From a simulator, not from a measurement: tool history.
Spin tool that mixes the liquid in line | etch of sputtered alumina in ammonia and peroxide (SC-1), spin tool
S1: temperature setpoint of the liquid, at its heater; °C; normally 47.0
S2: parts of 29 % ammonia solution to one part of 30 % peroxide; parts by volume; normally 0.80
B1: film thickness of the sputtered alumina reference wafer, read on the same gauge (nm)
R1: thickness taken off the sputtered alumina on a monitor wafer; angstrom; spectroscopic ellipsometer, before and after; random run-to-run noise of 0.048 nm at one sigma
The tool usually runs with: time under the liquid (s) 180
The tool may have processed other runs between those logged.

run 1 hour=0.0 | S1=47.0 S2=0.80 time_under_the_liquid_(s)=130 | B1=90.02 | R1=29.9
run 2 hour=27.3 | S1=47.0 S2=0.80 time_under_the_liquid_(s)=130 | B1=90.01 | R1=30.0
run 3 hour=42.0 | S1=47.0 S2=0.80 time_under_the_liquid_(s)=130 | B1=90.00 | R1=29.7
run 4 hour=73.1 | S1=39.5 S2=0.80 time_under_the_liquid_(s)=180 | B1=90.00 | R1=26.1
run 5 hour=88.7 | S1=47.0 S2=0.80 time_under_the_liquid_(s)=180 | B1=89.99 | R1=41.0
run 6 hour=123.2 | S1=47.0 S2=0.80 time_under_the_liquid_(s)=180 | B1=89.99 | R1=41.4
run 7 hour=157.0 | S1=47.0 S2=0.80 time_under_the_liquid_(s)=180 | B1=90.00 | R1=40.6
run 8 hour=176.9 | S1=47.0 S2=0.80 time_under_the_liquid_(s)=180 | B1=89.99 | R1=40.5
run 9 hour=192.2 | S1=47.0 S2=0.80 time_under_the_liquid_(s)=180 | B1=89.98 | R1=40.8
-- hour=213.0 new drum of ammonia solution connected
run 10 hour=225.9 | S1=47.0 S2=0.80 time_under_the_liquid_(s)=180 | B1=90.00 | R1=40.5
run 11 hour=248.7 | S1=47.0 S2=0.50 time_under_the_liquid_(s)=180 | B1=90.01 | R1=37.9
run 12 hour=283.7 | S1=47.0 S2=0.70 time_under_the_liquid_(s)=180 | B1=89.99 | R1=40.1
run 13 hour=303.4 | S1=47.0 S2=0.80 time_under_the_liquid_(s)=180 | B1=89.99 | R1=40.2
run 14 hour=328.0 | S1=47.0 S2=0.80 time_under_the_liquid_(s)=100 | B1=89.98 | R1=22.3
-- hour=353.6 ammonia flow meter replaced
-- hour=389.2 thermometer replaced
run 15 hour=409.3 | S1=47.0 S2=0.80 time_under_the_liquid_(s)=180 | B1=89.98 | R1=39.1
-- hour=426.3 gauge calibrated
run 16 hour=427.5 | S1=51.5 S2=0.45 time_under_the_liquid_(s)=85 | B1=89.99 | R1=22.8
-- hour=440.7 heated supply line repaired
run 17 hour=460.0 | S1=52.5 S2=0.80 time_under_the_liquid_(s)=260 | B1=89.98 | R1=96.3
run 18 hour=477.7 | S1=51.5 S2=0.45 time_under_the_liquid_(s)=85 | B1=90.00 | R1=27.7
run 19 hour=492.8 | S1=38.0 S2=1.15 time_under_the_liquid_(s)=210 | B1=89.99 | R1=34.4
run 20 hour=509.5 | S1=38.0 S2=1.00 time_under_the_liquid_(s)=275 | B1=90.01 | R1=45.0
run 21 hour=543.1 | S1=39.5 S2=0.80 time_under_the_liquid_(s)=180 | B1=90.01 | R1=30.8
run 22 hour=574.1 | S1=38.0 S2=0.40 time_under_the_liquid_(s)=145 | B1=90.01 | R1=21.0

Measured less the same run without the tool's hidden state. The same run-to-run variation is in both; the gauge's scatter may not be:
Hidden conditions of the tool in this case: liquid colder than its thermometer reads (K); ammonia flow above the setpoint (%); temperature lost on the way to the wafer (K); ammonia solution weaker than its label (%); gauge reads high (%).
run=1 R1=-5.9
run=2 R1=-6.1
run=3 R1=-6.2
run=4 R1=-5.9
run=5 R1=-8.8
run=6 R1=-9.1
run=7 R1=-9.2
run=8 R1=-9.2
run=9 R1=-9.4
run=10 R1=-9.5
run=11 R1=-9.1
run=12 R1=-9.8
run=13 R1=-10.0
run=14 R1=-5.7
run=15 R1=-10.5
run=16 R1=-6.0
run=17 R1=-2.1
run=18 R1=-0.7
run=19 R1=-1.0
run=20 R1=-1.4
run=21 R1=-1.1
run=22 R1=-0.9
